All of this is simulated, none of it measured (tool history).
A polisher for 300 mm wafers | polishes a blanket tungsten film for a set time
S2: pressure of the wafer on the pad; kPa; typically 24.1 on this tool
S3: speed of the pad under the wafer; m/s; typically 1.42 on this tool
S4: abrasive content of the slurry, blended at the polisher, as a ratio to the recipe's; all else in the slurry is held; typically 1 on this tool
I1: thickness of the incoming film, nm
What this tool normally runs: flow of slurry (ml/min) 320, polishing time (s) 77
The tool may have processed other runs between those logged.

Run 1, hour 0: usual settings; I1 1415. Result: film removed (nm) 554.9.
Run 2, hour 65.6: usual settings; I1 1426.8. Result: film removed (nm) 553.4.
At hour 72: slurry tank refilled with fresh slurry and peroxide.
At hour 108.7: slurry nozzle cleaned.
At hour 130.8: worn pad replaced by a new one.
Run 3, hour 134.6: usual settings; I1 1421.2. Result: film removed (nm) 539.8.
Run 4, hour 167.3: usual settings; I1 1448.1. Result: film removed (nm) 539.6.
At hour 212.5: slurry tank refilled with fresh slurry and peroxide.
Run 5, hour 233.2: usual settings; I1 1452.5. Result: film removed (nm) 544.5.
At hour 266.4: worn pad replaced by a new one.
At hour 289.1: slurry nozzle cleaned.
Run 6, hour 292.4: usual settings; I1 1412.7. Result: film removed (nm) 528.4.
Run 7, hour 316.6: usual settings but flow of slurry (ml/min) 350; I1 1423.8. Result: film removed (nm) 547.6.
Run 8, hour 347.5: usual settings but S2 18.6 kPa, S3 1.84 m/s; I1 1459.6. Result: film removed (nm) 506.1.
At hour 355.3: slurry tank refilled with fresh slurry and peroxide.
At hour 363.2: slurry blender recalibrated.
At hour 370.9: head pressure recalibrated.
At hour 411.1: worn pad replaced by a new one.
Run 9, hour 411.6: usual settings but S2 26.9 kPa; I1 1432. Result: film removed (nm) 606.
Run 10, hour 479.2: usual settings; I1 1426.1. Result: film removed (nm) 549.1.
At hour 493.6: slurry tank refilled with fresh slurry and peroxide.
At hour 501.1: slurry nozzle cleaned.
Run 11, hour 507.3: usual settings but flow of slurry (ml/min) 370; I1 1430.5. Result: film removed (nm) 553.2.
Run 12, hour 550.6: usual settings but flow of slurry (ml/min) 245, S3 1.58 m/s, S4 0.8; I1 1405.2. Result: film removed (nm) 544.8.
At hour 557.4: worn pad replaced by a new one.
Run 13, hour 577.8: usual settings but flow of slurry (ml/min) 375, S2 15.9 kPa, S4 0.8; I1 1418.7. Result: film removed (nm) 334.4.
At hour 633.3: slurry tank refilled with fresh slurry and peroxide.
Run 14, hour 643.3: usual settings but flow of slurry (ml/min) 255, S4 1.15; I1 1436. Result: film removed (nm) 564.8.

List, for all runs, the conditions of the tool that the log does not record:
removal rate lost through wear of the pad, %: 0 on each run
slurry flow missing at the pad, %: 0 on each run
deviation of the head's pressure from its setpoint, %: 0 on each run
abrasive missing from the slurry, %: 0 on each run
peroxide lost from the slurry, %: 0 on each run
